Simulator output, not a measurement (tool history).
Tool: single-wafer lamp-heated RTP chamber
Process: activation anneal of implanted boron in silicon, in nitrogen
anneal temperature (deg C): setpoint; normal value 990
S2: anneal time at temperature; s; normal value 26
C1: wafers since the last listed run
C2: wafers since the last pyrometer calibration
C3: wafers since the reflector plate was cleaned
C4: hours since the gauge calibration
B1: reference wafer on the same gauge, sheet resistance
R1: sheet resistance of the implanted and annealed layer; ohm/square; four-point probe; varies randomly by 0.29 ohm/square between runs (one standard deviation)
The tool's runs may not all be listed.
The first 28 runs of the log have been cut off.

{"hour": 1482.6, "done": "pyrometer window cleaned and pyrometer calibrated"}
{"hour": 1485.0, "done": "reflector plate cleaned"}
{"run": 29, "hour": 1485.5, "anneal temperature (deg C)": 990, "S2": 26, "C1": 514, "C2": 5, "C3": 5, "C4": 2032.2, "B1": 88.01, "R1": 86.81}
{"hour": 1512.1, "done": "gauge calibrated"}
{"run": 30, "hour": 1539.0, "anneal temperature (deg C)": 1018, "S2": 26, "C1": 555, "C2": 561, "C3": 561, "C4": 26.9, "B1": 87.99, "R1": 80.31}
{"run": 31, "hour": 1579.7, "anneal temperature (deg C)": 990, "S2": 32, "C1": 422, "C2": 983, "C3": 983, "C4": 67.6, "B1": 88.02, "R1": 85.54}
{"run": 32, "hour": 1643.9, "anneal temperature (deg C)": 969, "S2": 19, "C1": 666, "C2": 1650, "C3": 1650, "C4": 131.8, "B1": 88.11, "R1": 99.65}
{"run": 33, "hour": 1832.7, "anneal temperature (deg C)": 1013, "S2": 20, "C1": 1960, "C2": 3610, "C3": 3610, "C4": 320.6, "B1": 87.99, "R1": 80.09}
{"run": 34, "hour": 1904.1, "anneal temperature (deg C)": 1010, "S2": 33, "C1": 741, "C2": 4352, "C3": 4352, "C4": 392, "B1": 88.07, "R1": 79.27}
{"hour": 1921.4, "done": "pyrometer window cleaned and pyrometer calibrated"}
{"run": 35, "hour": 1952.1, "anneal temperature (deg C)": 990, "S2": 26, "C1": 415, "C2": 318, "C3": 4767, "C4": 440, "B1": 88.04, "R1": 86.54}
{"run": 36, "hour": 2009.8, "anneal temperature (deg C)": 990, "S2": 26, "C1": 599, "C2": 917, "C3": 5366, "C4": 497.7, "B1": 87.99, "R1": 86.92}
{"run": 37, "hour": 2075.9, "anneal temperature (deg C)": 990, "S2": 26, "C1": 686, "C2": 1604, "C3": 6053, "C4": 563.8, "B1": 88, "R1": 86.59}
{"run": 38, "hour": 2145.3, "anneal temperature (deg C)": 1018, "S2": 39, "C1": 720, "C2": 2324, "C3": 6773, "C4": 633.2, "B1": 88, "R1": 78.92}

Predict each of these 3 candidate next runs independently; none follows another, all start after run 38:
{"run": "A", "hour": 2145.7, "anneal temperature (deg C)": 990, "S2": 26, "C1": 4, "C2": 2328, "C3": 6777, "C4": 633.6, "B1": "?", "R1": "?"}
{"run": "B", "hour": 2145.7, "anneal temperature (deg C)": 990, "S2": 31, "C1": 4, "C2": 2328, "C3": 6777, "C4": 633.6, "B1": "?", "R1": "?"}
{"run": "C", "hour": 2145.7, "anneal temperature (deg C)": 990, "S2": 22, "C1": 4, "C2": 2328, "C3": 6777, "C4": 633.6, "B1": "?", "R1": "?"}

run=A B1=88 R1=86.02
run=B B1=88 R1=85.35
run=C B1=88 R1=86.69
Had the tool no hidden state, the same runs would have come out as:
run=A R1=86.88
run=B R1=86.16
run=C R1=87.61
